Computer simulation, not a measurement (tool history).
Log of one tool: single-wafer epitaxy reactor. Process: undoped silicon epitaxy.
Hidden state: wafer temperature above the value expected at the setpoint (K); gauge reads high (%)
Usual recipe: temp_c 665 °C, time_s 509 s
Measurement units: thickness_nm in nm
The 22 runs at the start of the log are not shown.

run,hour,temp_c,time_s,wafers since the last listed run,hours since the last pyrometer calibration,hours since the gauge calibration,"read-back reference wafer on the same gauge, thickness_nm",thickness_nm
23,297.1,651,455,28,954.9,360.7,133.101,78.53
24,313.4,665,509,72,971.2,377,132.887,119.657
25,324,665,509,47,981.8,387.6,132.905,120.126
26,340,674,543,71,997.8,403.6,132.979,154.634
# hour 347.9: gauge calibrated
27,357.4,651,557,77,1015.2,9.5,133.099,95.419
# hour 366.9: pyrometer calibrated
28,375.2,665,509,43,8.3,27.3,133.162,125.107
29,392.3,676,464,76,25.4,44.4,133.046,144.655
30,418.8,655,564,118,51.9,70.9,132.987,110.791
31,430.9,650,465,54,64,83,132.994,81.691
32,439.4,677,541,38,72.5,91.5,133.027,172.297
33,456.1,669,444,74,89.2,108.2,133.007,119.198
34,463,653,509,30,96.1,115.1,132.954,95.643
35,472.4,665,419,42,105.5,124.5,132.864,102.899
36,489.3,659,509,75,122.4,141.4,133.056,109.842
37,506.8,656,609,78,139.9,158.9,133.048,121.783

Branching from run 37: 4 alternative next runs. What would each branch give?
A,507.3,665,509,2,140.4,159.4,?,?
B,507.3,657,426,2,140.4,159.4,?,?
C,507.3,665,435,2,140.4,159.4,?,?
D,507.3,665,610,2,140.4,159.4,?,?

run,"read-back reference wafer on the same gauge, thickness_nm",thickness_nm
A,132.941,124.661
B,132.941,87.425
C,132.941,106.537
D,132.941,149.397
Without the tool's unlogged condition, the same runs would have read:
run,thickness_nm
A,125.205
B,87.813
C,107.002
D,150.049

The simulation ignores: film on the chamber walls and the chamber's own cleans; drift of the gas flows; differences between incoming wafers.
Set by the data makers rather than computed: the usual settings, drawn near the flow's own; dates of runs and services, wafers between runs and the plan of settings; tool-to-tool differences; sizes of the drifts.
